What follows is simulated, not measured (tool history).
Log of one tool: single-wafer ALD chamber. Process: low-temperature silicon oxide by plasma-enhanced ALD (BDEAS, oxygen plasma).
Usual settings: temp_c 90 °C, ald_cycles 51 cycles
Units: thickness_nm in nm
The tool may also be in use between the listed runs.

run   hour  temp_c  ald_cycles  read-back reference wafer on the same gauge, thickness_nm  thickness_nm
  1    0.0      81          47                                                      8.537         7.053
  2   65.8      81          47                                                      8.547         7.104
  3  133.3      90          51                                                      8.547         7.385
  4  168.3      90          51                                                      8.546         7.424
  5  209.4      90          51                                                      8.532         7.354
  6  234.3      90          51                                                      8.530         7.416
     257.7  -- gauge calibrated
  7  261.2      90          51                                                      8.535         7.421
  8  332.1      90          51                                                      8.538         7.461
     374.3  -- thermocouple changed; heater temperature recalibrated
  9  396.9      90          51                                                      8.535         7.358
 10  426.4      90          51                                                      8.537         7.392
 11  460.0      90          51                                                      8.552         7.423
 12  495.7      90          51                                                      8.531         7.374
 13  527.5      90          54                                                      8.547         7.868
 14  555.5      86          44                                                      8.547         6.499
 15  609.5      98          46                                                      8.537         6.503
 16  634.7      76          45                                                      8.535         6.931
 17  681.1      90          51                                                      8.536         7.420
 18  752.6      90          51                                                      8.536         7.402
 19  809.8      84          46                                                      8.533         6.855
 20  846.4      99          58                                                      8.549         8.142

4 ways to go on from here, each from the tool as it stands after run 20. What would each give?
  A  846.9      90          51                                                          ?             ?
  B  846.9      86          58                                                          ?             ?
  C  846.9      90          46                                                          ?             ?
  D  846.9      85          56                                                          ?             ?

run  read-back reference wafer on the same gauge, thickness_nm  thickness_nm
  A                                                      8.535         7.413
  B                                                      8.535         8.564
  C                                                      8.535         6.686
  D                                                      8.535         8.301
Without the tool's hidden state the same runs would have given:
run  thickness_nm
  A         7.413
  B         8.564
  C         6.686
  D         8.301

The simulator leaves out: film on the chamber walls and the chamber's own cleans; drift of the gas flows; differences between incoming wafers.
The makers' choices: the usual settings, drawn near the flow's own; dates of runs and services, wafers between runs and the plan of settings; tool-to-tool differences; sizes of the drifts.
